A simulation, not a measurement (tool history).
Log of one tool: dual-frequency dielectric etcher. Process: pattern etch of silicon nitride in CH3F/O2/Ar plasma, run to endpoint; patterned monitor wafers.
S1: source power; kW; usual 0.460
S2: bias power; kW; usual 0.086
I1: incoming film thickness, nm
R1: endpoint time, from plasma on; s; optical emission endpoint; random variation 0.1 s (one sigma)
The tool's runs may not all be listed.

| run | day | S1 | S2 | I1 | R1 |
|---|---|---|---|---|---|
| 1 | 0.000 | 0.460 | 0.086 | 28.63 | 33.5 |
| 2 | 0.850 | 0.420 | 0.086 | 28.74 | 34.4 |
| 3 | 1.479 | 0.460 | 0.086 | 28.45 | 33.2 |
| 4 | 2.812 | 0.390 | 0.086 | 29.20 | 35.4 |
| 5 | 3.850 | 0.460 | 0.086 | 28.62 | 33.3 |
| 6 | 5.825 | 0.460 | 0.086 | 29.03 | 34.0 |
| 7 | 6.383 | 0.460 | 0.086 | 29.01 | 33.9 |
| 8 | 7.508 | 0.460 | 0.086 | 28.82 | 33.6 |
| 9 | 8.992 | 0.460 | 0.086 | 28.92 | 34.0 |
| 10 | 10.354 | 0.460 | 0.086 | 28.94 | 33.9 |
| 11 | 11.671 | 0.460 | 0.086 | 28.99 | 33.7 |
| 12 | 12.550 | 0.460 | 0.086 | 28.43 | 33.1 |
| 13 | 13.821 | 0.490 | 0.086 | 28.78 | 32.9 |
| 14 | 14.546 | 0.460 | 0.081 | 29.06 | 34.4 |
| 15 | 15.162 | 0.460 | 0.081 | 29.00 | 34.3 |
| 16 | 15.958 | 0.560 | 0.078 | 28.91 | 32.8 |
|  | 16.808 | bias power generator calibrated |
|  | 17.262 | upper electrode replaced |
| 17 | 17.275 | 0.550 | 0.093 | 28.89 | 31.8 |
|  | 17.883 | source power generator calibrated |
| 18 | 18.271 | 0.560 | 0.098 | 28.82 | 31.4 |
|  | 19.425 | wet clean of the chamber |
| 19 | 19.446 | 0.380 | 0.097 | 28.51 | 33.6 |
| 20 | 19.458 | 0.390 | 0.086 | 28.99 | 35.0 |
| 21 | 20.567 | 0.550 | 0.105 | 28.76 | 30.7 |
| 22 | 21.767 | 0.360 | 0.071 | 28.74 | 36.7 |
| 23 | 22.950 | 0.460 | 0.086 | 28.90 | 33.7 |
| 24 | 25.033 | 0.550 | 0.099 | 28.77 | 31.3 |
| 25 | 26.096 | 0.460 | 0.086 | 28.42 | 33.0 |
| 26 | 27.446 | 0.390 | 0.077 | 29.13 | 36.0 |
| 27 | 28.092 | 0.540 | 0.079 | 28.71 | 32.9 |
| 28 | 29.025 | 0.560 | 0.078 | 28.80 | 33.1 |
| 29 | 30.504 | 0.400 | 0.069 | 28.92 | 36.5 |
| 30 | 31.258 | 0.410 | 0.076 | 28.79 | 35.5 |

Forecast each of these 4 alternatives for the next run:
| A | 31.275 | 0.460 | 0.086 | 29.08 | ? |
| B | 31.275 | 0.530 | 0.074 | 29.08 | ? |
| C | 31.275 | 0.370 | 0.107 | 29.08 | ? |
| D | 31.275 | 0.560 | 0.064 | 29.08 | ? |

| run | R1 |
|---|---|
| A | 33.8 |
| B | 33.9 |
| C | 33.4 |
| D | 34.5 |
Without the tool's hidden state the same runs would have given:
| run | R1 |
|---|---|
| A | 33.8 |
| B | 33.9 |
| C | 33.4 |
| D | 34.5 |
